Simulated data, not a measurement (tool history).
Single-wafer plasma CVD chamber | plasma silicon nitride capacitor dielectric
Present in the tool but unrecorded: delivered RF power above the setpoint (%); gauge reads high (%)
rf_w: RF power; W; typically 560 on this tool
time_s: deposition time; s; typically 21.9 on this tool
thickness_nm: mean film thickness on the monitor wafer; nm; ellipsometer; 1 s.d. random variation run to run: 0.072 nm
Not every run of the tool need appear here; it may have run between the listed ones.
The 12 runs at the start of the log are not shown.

run,hour,rf_w,time_s,wafers since the last listed run,hours since the last RF generator calibration,hours since the showerhead was replaced,hours since the gauge calibration,"read-back reference wafer on the same gauge, thickness_nm",thickness_nm
13,1478.6,560,21.9,1209,145.7,495.0,3050.7,30.208,34.819
14,1530.1,615,21.9,1098,197.2,546.5,3102.2,30.207,36.007
15,1614.0,490,21.9,1790,281.1,630.4,3186.1,30.215,33.034
16,1709.0,490,21.9,2026,376.1,725.4,3281.1,30.201,33.077
17,1759.8,465,20.1,1083,426.9,776.2,3331.9,30.182,29.664
18,1856.4,560,23.0,2060,523.5,872.8,3428.5,30.181,36.438
19,1957.2,560,21.9,2150,624.3,973.6,3529.3,30.159,34.601
20,2018.5,490,20.3,1307,685.6,1034.9,3590.6,30.212,30.553
# hour 2021.3: gauge calibrated
# hour 2049.0: RF generator calibrated, repeated, since the last time left the tool worse
21,2099.2,505,21.9,1551,50.2,1115.6,77.9,30.206,34.027
22,2173.6,480,20.5,1587,124.6,1190.0,152.3,30.190,31.136
23,2279.0,630,25.4,2248,230.0,1295.4,257.7,30.175,42.719
24,2354.2,560,21.9,1604,305.2,1370.6,332.9,30.189,35.228
25,2459.1,455,19.4,2238,410.1,1475.5,437.8,30.196,28.861
26,2534.6,560,20.2,1610,485.6,1551.0,513.3,30.189,32.473
27,2602.2,560,21.9,1442,553.2,1618.6,580.9,30.200,35.123
28,2655.6,560,20.4,1139,606.6,1672.0,634.3,30.208,32.845
29,2710.3,460,21.9,1167,661.3,1726.7,689.0,30.224,32.603
30,2778.2,560,25.6,1448,729.2,1794.6,756.9,30.175,41.293
31,2854.1,560,21.9,1619,805.1,1870.5,832.8,30.201,35.186
32,2912.3,480,17.9,1241,863.3,1928.7,891.0,30.224,27.139

Forecast each of these 3 alternatives for the next run:
A,2912.7,560,21.9,8,863.7,1929.1,891.4,?,?
B,2912.7,560,18.4,8,863.7,1929.1,891.4,?,?
C,2912.7,470,18.3,8,863.7,1929.1,891.4,?,?

run,"read-back reference wafer on the same gauge, thickness_nm",thickness_nm
A,30.185,35.156
B,30.185,29.537
C,30.185,27.483
The same runs, with their run-to-run variation unchanged, on a tool lacking any hidden condition would have given:
run,thickness_nm
A,35.351
B,29.701
C,27.636
